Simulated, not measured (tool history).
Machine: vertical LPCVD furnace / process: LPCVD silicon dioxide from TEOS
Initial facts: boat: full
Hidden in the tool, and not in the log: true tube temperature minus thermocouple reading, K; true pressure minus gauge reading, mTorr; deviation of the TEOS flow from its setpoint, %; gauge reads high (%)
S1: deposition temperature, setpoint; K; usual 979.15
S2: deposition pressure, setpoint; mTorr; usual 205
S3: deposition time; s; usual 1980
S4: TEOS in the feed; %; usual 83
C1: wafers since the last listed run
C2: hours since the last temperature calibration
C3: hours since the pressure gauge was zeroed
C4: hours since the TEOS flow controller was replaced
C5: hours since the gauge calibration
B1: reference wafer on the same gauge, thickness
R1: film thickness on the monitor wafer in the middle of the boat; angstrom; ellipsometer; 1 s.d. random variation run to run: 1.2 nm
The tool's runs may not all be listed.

| run | hour | S1 | S2 | S3 | S4 | C1 | C2 | C3 | C4 | C5 | B1 | R1 |
|---|---|---|---|---|---|---|---|---|---|---|---|---|
| 1 | 0 | 979.15 | 240 | 1980 | 83 | 0 | 1169 | 1796.1 | 2053 | 1223.4 | 226.7 | 2785.6 |
| 2 | 58.2 | 979.15 | 240 | 1980 | 83 | 957 | 1227.2 | 1854.3 | 2111.2 | 1281.6 | 226.74 | 2765.6 |
| 3 | 104.2 | 979.15 | 205 | 1980 | 92 | 756 | 1273.2 | 1900.3 | 2157.2 | 1327.6 | 227.04 | 2698.6 |
| 4 | 154.4 | 979.15 | 205 | 1980 | 83 | 825 | 1323.4 | 1950.5 | 2207.4 | 1377.8 | 227.1 | 2553.5 |
| 5 | 223.6 | 979.15 | 205 | 1980 | 83 | 1138 | 1392.6 | 2019.7 | 2276.6 | 1447 | 227.33 | 2546.3 |
|  | 300 | gauge calibrated |
| 6 | 307.7 | 971.15 | 205 | 1980 | 83 | 1383 | 1476.7 | 2103.8 | 2360.7 | 7.7 | 227.01 | 2130.1 |
| 7 | 334.4 | 985.15 | 205 | 1200 | 97 | 439 | 1503.4 | 2130.5 | 2387.4 | 34.4 | 226.45 | 1917.9 |
| 8 | 386.1 | 979.15 | 205 | 1980 | 83 | 850 | 1555.1 | 2182.2 | 2439.1 | 86.1 | 226.78 | 2535.8 |
| 9 | 448.4 | 979.15 | 205 | 1230 | 83 | 1024 | 1617.4 | 2244.5 | 2501.4 | 148.4 | 226.77 | 1578.7 |
| 10 | 483.7 | 973.15 | 170 | 1260 | 68 | 580 | 1652.7 | 2279.8 | 2536.7 | 183.7 | 227.53 | 1149.3 |
| 11 | 532.3 | 979.15 | 205 | 1980 | 83 | 799 | 1701.3 | 2328.4 | 2585.3 | 232.3 | 227.24 | 2527.1 |
| 12 | 599.4 | 979.15 | 205 | 1980 | 83 | 1103 | 1768.4 | 2395.5 | 2652.4 | 299.4 | 227.18 | 2535.4 |
| 13 | 645.8 | 979.15 | 205 | 1980 | 76 | 763 | 1814.8 | 2441.9 | 2698.8 | 345.8 | 226.83 | 2423.5 |
| 14 | 716.5 | 979.15 | 205 | 1980 | 94 | 1162 | 1885.5 | 2512.6 | 2769.5 | 416.5 | 227.14 | 2709.1 |
| 15 | 759.1 | 989.15 | 205 | 1980 | 83 | 700 | 1928.1 | 2555.2 | 2812.1 | 459.1 | 227.54 | 3159.4 |
| 16 | 787.5 | 979.15 | 250 | 1980 | 83 | 467 | 1956.5 | 2583.6 | 2840.5 | 487.5 | 226.82 | 2826.9 |
| 17 | 843.9 | 979.15 | 205 | 1980 | 83 | 927 | 2012.9 | 2640 | 2896.9 | 543.9 | 226.73 | 2530.3 |
| 18 | 872.4 | 969.15 | 235 | 1980 | 83 | 468 | 2041.4 | 2668.5 | 2925.4 | 572.4 | 226.93 | 2152.1 |
|  | 918.4 | thermocouples replaced and temperature profile calibrated |
|  | 935.3 | TEOS flow controller replaced |
| 19 | 935.8 | 990.15 | 205 | 1770 | 83 | 369 | 17.4 | 2731.9 | 0.5 | 635.8 | 227.27 | 2791.3 |
|  | 973.8 | pressure gauge zeroed |
| 20 | 974.3 | 990.15 | 205 | 1770 | 83 | 238 | 55.9 | 0.5 | 39 | 674.3 | 227.43 | 2850.7 |
| 21 | 1019.9 | 979.15 | 205 | 1980 | 83 | 750 | 101.5 | 46.1 | 84.6 | 719.9 | 226.53 | 2495.1 |
| 22 | 1087.8 | 982.15 | 205 | 1560 | 83 | 1116 | 169.4 | 114 | 152.5 | 787.8 | 226.92 | 2105.3 |
| 23 | 1113.7 | 979.15 | 205 | 1980 | 83 | 426 | 195.3 | 139.9 | 178.4 | 813.7 | 227.34 | 2525.4 |
| 24 | 1246.2 | 990.15 | 170 | 1410 | 73 | 2179 | 327.8 | 272.4 | 310.9 | 946.2 | 227.1 | 1965.3 |
| 25 | 1312.8 | 979.15 | 205 | 1980 | 83 | 1095 | 394.4 | 339 | 377.5 | 1012.8 | 226.94 | 2543.8 |
| 26 | 1381.5 | 979.15 | 190 | 1560 | 89 | 1130 | 463.1 | 407.7 | 446.2 | 1081.5 | 227.48 | 1993.7 |
| 27 | 1409.7 | 979.15 | 225 | 1980 | 69 | 463 | 491.3 | 435.9 | 474.4 | 1109.7 | 227.55 | 2417.8 |
| 28 | 1468.1 | 979.15 | 205 | 1980 | 83 | 960 | 549.7 | 494.3 | 532.8 | 1168.1 | 226.81 | 2539.2 |
| 29 | 1524.3 | 990.15 | 235 | 2610 | 83 | 924 | 605.9 | 550.5 | 589 | 1224.3 | 226.98 | 4602 |
| 30 | 1591.3 | 979.15 | 230 | 2460 | 74 | 1102 | 672.9 | 617.5 | 656 | 1291.3 | 226.87 | 3155.4 |
| 31 | 1646.2 | 979.15 | 205 | 1980 | 83 | 903 | 727.8 | 672.4 | 710.9 | 1346.2 | 226.84 | 2547.9 |

A few steps of R1 between consecutive runs. Split each: what settings, incoming material and random variation would produce without the hidden state, and what is left over for the hidden state, along with gauge scatter present in only one of the two compared results (measured, and without hidden state):
Run 10 -> 11: S1 973.15 -> 979.15, S2 170 -> 205, S3 1260 -> 1980, S4 68 -> 83. R1 +1377.8 angstrom: hidden state +24.8, all else +1353.
Run 18 -> 19: S1 969.15 -> 990.15, S2 235 -> 205, S3 1980 -> 1770, thermocouples replaced and temperature profile calibrated, TEOS flow controller replaced. R1 +639.2 angstrom: hidden state -107.3, all else +746.5.
Run 19 -> 20: pressure gauge zeroed. R1 +59.4 angstrom: hidden state +77.2, all else -17.8.
Run 28 -> 29: S1 979.15 -> 990.15, S2 205 -> 235, S3 1980 -> 2610. R1 +2062.8 angstrom: hidden state +37.8, all else +2025.
Run 29 -> 30: S1 990.15 -> 979.15, S2 235 -> 230, S3 2610 -> 2460, S4 83 -> 74. R1 -1446.6 angstrom: hidden state -19.9, all else -1426.7.
